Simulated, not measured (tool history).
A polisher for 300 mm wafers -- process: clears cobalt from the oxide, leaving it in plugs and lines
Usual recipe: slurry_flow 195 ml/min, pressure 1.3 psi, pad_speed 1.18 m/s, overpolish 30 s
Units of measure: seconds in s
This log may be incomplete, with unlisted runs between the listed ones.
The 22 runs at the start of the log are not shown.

run,hour,slurry_flow,pressure,pad_speed,overpolish,wafers since the last listed run,wafers polished on this pad,hours since the slurry nozzle was cleaned,hours since the head pressure was calibrated,"incoming thickness of the incoming film, nm",seconds
23,1545.3,195,1.3,1.18,30,262,1737,274.6,85.5,296.1,79.9
# hour 1578.5: worn pad replaced by a new one
24,1585.4,195,1.3,1.18,46,185,35,314.7,125.6,291.6,79.2
25,1638.9,195,1.3,1.18,30,275,310,368.2,179.1,292.1,79.2
26,1702.3,195,1.3,1.18,30,326,636,431.6,242.5,291.8,78.9
27,1758.1,195,1.3,1.18,30,286,923,487.4,298.3,294.1,81.4
28,1827.3,260,1.0,1.50,47,355,1279,556.6,367.5,295.2,81.0
29,1863.5,175,1.1,1.38,17,186,1465,592.8,403.7,298.7,83.7
# hour 1874.3: slurry nozzle cleaned
30,1919.4,195,1.3,1.18,46,282,1747,45.1,459.6,295.4,81.5
31,1951.5,195,1.0,1.18,21,165,1912,77.2,491.7,288.6,97.7
# hour 1975.2: worn pad replaced by a new one
32,1987.9,140,1.8,1.18,30,166,65,113.6,528.1,294.3,66.7
33,2025.5,195,1.0,1.18,30,193,258,151.2,565.7,295.7,97.8

Forecast each of these 3 alternatives for the next run:
A,2026.0,195,1.3,1.18,48,2,261,151.7,566.2,293.8,?
B,2026.0,195,1.6,1.18,30,2,261,151.7,566.2,293.8,?
C,2026.0,195,1.7,0.86,25,2,261,151.7,566.2,293.8,?

run,seconds
A,81.2
B,69.4
C,79.2
The same runs, with their run-to-run variation unchanged, on a tool lacking any hidden condition would have given:
run,seconds
A,80.4
B,68.6
C,78.3
